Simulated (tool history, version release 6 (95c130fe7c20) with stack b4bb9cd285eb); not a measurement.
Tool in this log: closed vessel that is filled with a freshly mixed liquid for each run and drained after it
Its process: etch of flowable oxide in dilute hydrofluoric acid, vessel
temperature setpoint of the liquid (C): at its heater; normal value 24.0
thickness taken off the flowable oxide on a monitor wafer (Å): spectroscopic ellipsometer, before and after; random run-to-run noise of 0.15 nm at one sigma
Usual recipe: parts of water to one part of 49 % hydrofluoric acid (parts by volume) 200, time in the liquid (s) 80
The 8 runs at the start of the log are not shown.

run,hour,temperature setpoint of the liquid (C),parts of water to one part of 49 % hydrofluoric acid (parts by volume),time in the liquid (s),wafers since the last listed run,hours since the thermometer was replaced,hours since the hydrofluoric acid flow meter was replaced,hours since the gauge calibration,"read-back film thickness of the flowable oxide reference wafer, read on the same gauge (nm)",thickness taken off the flowable oxide on a monitor wafer (Å)
9,176.4,20.0,150,80,1410,2533.6,1339.7,714.6,130.01,165.0
10,208.9,24.0,200,60,2829,2566.1,1372.2,747.1,130.00,102.4
11,232.1,24.0,200,80,2019,2589.3,1395.4,770.3,129.98,137.1
# hour 243.0: thermometer replaced
12,256.8,24.0,200,80,2063,13.8,1420.1,795.0,130.01,153.9
13,284.8,25.5,200,30,2437,41.8,1448.1,823.0,129.99,60.4
14,314.6,24.0,200,80,2594,71.6,1477.9,852.8,130.04,152.3
15,348.2,22.0,200,80,2925,105.2,1511.5,886.4,129.97,141.8
# hour 359.2: hydrofluoric acid flow meter replaced
16,379.7,21.5,200,50,2655,136.7,20.5,917.9,130.04,86.7
17,403.3,21.5,225,60,2054,160.3,44.1,941.5,130.01,91.3
18,434.2,24.0,200,100,2690,191.2,75.0,972.4,130.00,188.8
19,523.6,22.0,200,40,7782,280.6,164.4,1061.8,129.99,71.1
20,559.0,24.0,200,115,3081,316.0,199.8,1097.2,129.97,214.0
21,578.2,29.0,265,65,1671,335.2,219.0,1116.4,130.02,103.6
22,613.3,24.0,200,80,3055,370.3,254.1,1151.5,130.00,151.4
# hour 643.5: gauge calibrated
23,654.8,24.0,200,45,3612,411.8,295.6,11.3,129.97,85.2
24,677.9,24.0,200,80,2011,434.9,318.7,34.4,129.99,152.5
25,694.0,24.0,200,80,1401,451.0,334.8,50.5,130.03,152.9
26,721.2,24.0,295,95,2367,478.2,362.0,77.7,130.01,107.8
27,743.8,24.0,200,65,1967,500.8,384.6,100.3,129.99,122.2
28,757.2,27.0,295,80,1166,514.2,398.0,113.7,130.00,104.2
29,785.1,28.5,155,80,2428,542.1,425.9,141.6,130.00,240.6

The next listed run, before its measurement:
30,842.8,24.0,200,80,5023,599.8,483.6,199.3,?,?

read-back film thickness of the flowable oxide reference wafer, read on the same gauge (nm): 130.02
thickness taken off the flowable oxide on a monitor wafer (Å): 151.2
Minus the tool's unlogged condition, the same run would have read thickness taken off the flowable oxide on a monitor wafer (Å) 156.7.
